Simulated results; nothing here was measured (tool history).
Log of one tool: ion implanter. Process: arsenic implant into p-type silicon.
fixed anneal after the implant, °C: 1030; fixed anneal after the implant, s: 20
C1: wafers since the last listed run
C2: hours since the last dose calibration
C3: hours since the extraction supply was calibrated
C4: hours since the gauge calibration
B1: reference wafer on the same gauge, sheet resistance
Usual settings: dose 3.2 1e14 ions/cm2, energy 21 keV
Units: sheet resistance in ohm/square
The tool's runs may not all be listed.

{"run": 1, "day": 0.0, "dose": 3.2, "energy": 21, "C1": 0, "C2": 212.5, "C3": 4410.8, "C4": 1677.7, "B1": 271.81, "sheet resistance": 300.03}
{"run": 2, "day": 3.771, "dose": 3.2, "energy": 21, "C1": 1248, "C2": 303, "C3": 4501.3, "C4": 1768.2, "B1": 271.65, "sheet resistance": 299.75}
{"run": 3, "day": 7.658, "dose": 3.2, "energy": 21, "C1": 1286, "C2": 396.3, "C3": 4594.6, "C4": 1861.5, "B1": 271.95, "sheet resistance": 298.77}
{"run": 4, "day": 11.783, "dose": 3.2, "energy": 21, "C1": 1365, "C2": 495.3, "C3": 4693.6, "C4": 1960.5, "B1": 272.22, "sheet resistance": 299.77}
{"run": 5, "day": 13.354, "dose": 3.2, "energy": 21, "C1": 519, "C2": 533, "C3": 4731.3, "C4": 1998.2, "B1": 271.89, "sheet resistance": 297.94}
{"run": 6, "day": 16.429, "dose": 3.4, "energy": 21, "C1": 1017, "C2": 606.8, "C3": 4805.1, "C4": 2072, "B1": 271.87, "sheet resistance": 285.74}
{"run": 7, "day": 19.604, "dose": 3.4, "energy": 21, "C1": 1050, "C2": 683, "C3": 4881.3, "C4": 2148.2, "B1": 271.95, "sheet resistance": 285.66}
{"run": 8, "day": 22.638, "dose": 3.4, "energy": 21, "C1": 1003, "C2": 755.8, "C3": 4954.1, "C4": 2221, "B1": 272.18, "sheet resistance": 286.13}
{"run": 9, "day": 24.421, "dose": 3.53, "energy": 21, "C1": 590, "C2": 798.6, "C3": 4996.9, "C4": 2263.8, "B1": 272, "sheet resistance": 276.98}
{"run": 10, "day": 27.325, "dose": 3.53, "energy": 21, "C1": 961, "C2": 868.3, "C3": 5066.6, "C4": 2333.5, "B1": 271.94, "sheet resistance": 278.34}
{"run": 11, "day": 31.804, "dose": 3.53, "energy": 21, "C1": 1482, "C2": 975.8, "C3": 5174.1, "C4": 2441, "B1": 272.2, "sheet resistance": 278.26}
{"run": 12, "day": 36.167, "dose": 3.2, "energy": 21, "C1": 1443, "C2": 1080.5, "C3": 5278.8, "C4": 2545.7, "B1": 271.85, "sheet resistance": 300.06}
{"run": 13, "day": 39.633, "dose": 3.2, "energy": 21, "C1": 1147, "C2": 1163.7, "C3": 5362, "C4": 2628.9, "B1": 272.16, "sheet resistance": 299.67}
{"run": 14, "day": 43.612, "dose": 3.2, "energy": 21, "C1": 1317, "C2": 1259.2, "C3": 5457.5, "C4": 2724.4, "B1": 271.83, "sheet resistance": 299.36}
{"run": 15, "day": 46.8, "dose": 3.2, "energy": 21, "C1": 1055, "C2": 1335.7, "C3": 5534, "C4": 2800.9, "B1": 272.09, "sheet resistance": 298.49}
{"run": 16, "day": 48.942, "dose": 2.71, "energy": 26, "C1": 708, "C2": 1387.1, "C3": 5585.4, "C4": 2852.3, "B1": 272.22, "sheet resistance": 333.45}
{"day": 50.146, "done": "extraction supply calibrated"}
{"run": 17, "day": 53.442, "dose": 3.2, "energy": 24.5, "C1": 1379, "C2": 1495.1, "C3": 79.1, "C4": 2960.3, "B1": 271.97, "sheet resistance": 293.96}
{"run": 18, "day": 55.117, "dose": 2.32, "energy": 27, "C1": 554, "C2": 1535.3, "C3": 119.3, "C4": 3000.5, "B1": 272.23, "sheet resistance": 370.9}
{"run": 19, "day": 57.0, "dose": 2.31, "energy": 17, "C1": 623, "C2": 1580.5, "C3": 164.5, "C4": 3045.7, "B1": 272.01, "sheet resistance": 395.1}
{"run": 20, "day": 60.388, "dose": 3.2, "energy": 21, "C1": 1121, "C2": 1661.8, "C3": 245.8, "C4": 3127, "B1": 271.84, "sheet resistance": 300.88}
{"day": 60.917, "done": "Faraday cup replaced and dose calibrated"}
{"run": 21, "day": 64.517, "dose": 3.2, "energy": 21, "C1": 1256, "C2": 86.4, "C3": 344.9, "C4": 3226.1, "B1": 272.03, "sheet resistance": 300.46}
{"run": 22, "day": 67.25, "dose": 3.7, "energy": 18, "C1": 904, "C2": 152, "C3": 410.5, "C4": 3291.7, "B1": 271.93, "sheet resistance": 273.8}
{"run": 23, "day": 69.662, "dose": 2.6, "energy": 14, "C1": 798, "C2": 209.9, "C3": 468.4, "C4": 3349.6, "B1": 272.22, "sheet resistance": 367.35}
{"run": 24, "day": 72.008, "dose": 3.2, "energy": 21, "C1": 776, "C2": 266.2, "C3": 524.7, "C4": 3405.9, "B1": 272.04, "sheet resistance": 299.19}
{"run": 25, "day": 73.821, "dose": 3.91, "energy": 26, "C1": 599, "C2": 309.7, "C3": 568.2, "C4": 3449.4, "B1": 272.26, "sheet resistance": 249.46}
{"day": 76.0, "done": "gauge calibrated"}
{"run": 26, "day": 77.892, "dose": 3.2, "energy": 26, "C1": 1347, "C2": 407.4, "C3": 665.9, "C4": 45.4, "B1": 271.93, "sheet resistance": 292.84}
{"run": 27, "day": 82.029, "dose": 3.2, "energy": 21, "C1": 1369, "C2": 506.7, "C3": 765.2, "C4": 144.7, "B1": 272.18, "sheet resistance": 300.28}
{"run": 28, "day": 85.883, "dose": 3.2, "energy": 21, "C1": 1275, "C2": 599.2, "C3": 857.7, "C4": 237.2, "B1": 271.98, "sheet resistance": 301.39}
{"run": 29, "day": 88.408, "dose": 2.9, "energy": 19, "C1": 835, "C2": 659.8, "C3": 918.3, "C4": 297.8, "B1": 272.07, "sheet resistance": 327.21}
{"run": 30, "day": 90.267, "dose": 3.88, "energy": 19, "C1": 615, "C2": 704.4, "C3": 962.9, "C4": 342.4, "B1": 271.8, "sheet resistance": 262.89}
{"run": 31, "day": 93.362, "dose": 2.73, "energy": 21, "C1": 1024, "C2": 778.7, "C3": 1037.2, "C4": 416.7, "B1": 272.15, "sheet resistance": 340.89}
{"run": 32, "day": 95.625, "dose": 3.76, "energy": 15, "C1": 748, "C2": 833, "C3": 1091.5, "C4": 471, "B1": 272.08, "sheet resistance": 274.1}
{"run": 33, "day": 98.829, "dose": 3.95, "energy": 26, "C1": 1060, "C2": 909.9, "C3": 1168.4, "C4": 547.9, "B1": 271.89, "sheet resistance": 247.94}
{"run": 34, "day": 103.288, "dose": 3.2, "energy": 21, "C1": 1475, "C2": 1016.9, "C3": 1275.4, "C4": 654.9, "B1": 272.22, "sheet resistance": 301.36}
{"run": 35, "day": 105.45, "dose": 4.12, "energy": 27, "C1": 715, "C2": 1068.8, "C3": 1327.3, "C4": 706.8, "B1": 271.88, "sheet resistance": 238.93}
{"run": 36, "day": 109.112, "dose": 3.66, "energy": 18, "C1": 1212, "C2": 1156.7, "C3": 1415.2, "C4": 794.7, "B1": 272.01, "sheet resistance": 276.22}
{"run": 37, "day": 116.771, "dose": 3.86, "energy": 14, "C1": 2534, "C2": 1340.5, "C3": 1599, "C4": 978.5, "B1": 272.04, "sheet resistance": 272.25}
{"run": 38, "day": 119.304, "dose": 3.95, "energy": 17, "C1": 838, "C2": 1401.3, "C3": 1659.8, "C4": 1039.3, "B1": 271.87, "sheet resistance": 261.6}

Hidden state at the last listed run before each entry between runs and at the first one after, where it differs:
Between runs 16 and 17: extraction supply calibrated (day 50.146)
  no hidden state differs between the two runs
Between runs 20 and 21: Faraday cup replaced and dose calibrated (day 60.917)
  no hidden state differs between the two runs
Between runs 25 and 26: gauge calibrated (day 76)
  no hidden state differs between the two runs

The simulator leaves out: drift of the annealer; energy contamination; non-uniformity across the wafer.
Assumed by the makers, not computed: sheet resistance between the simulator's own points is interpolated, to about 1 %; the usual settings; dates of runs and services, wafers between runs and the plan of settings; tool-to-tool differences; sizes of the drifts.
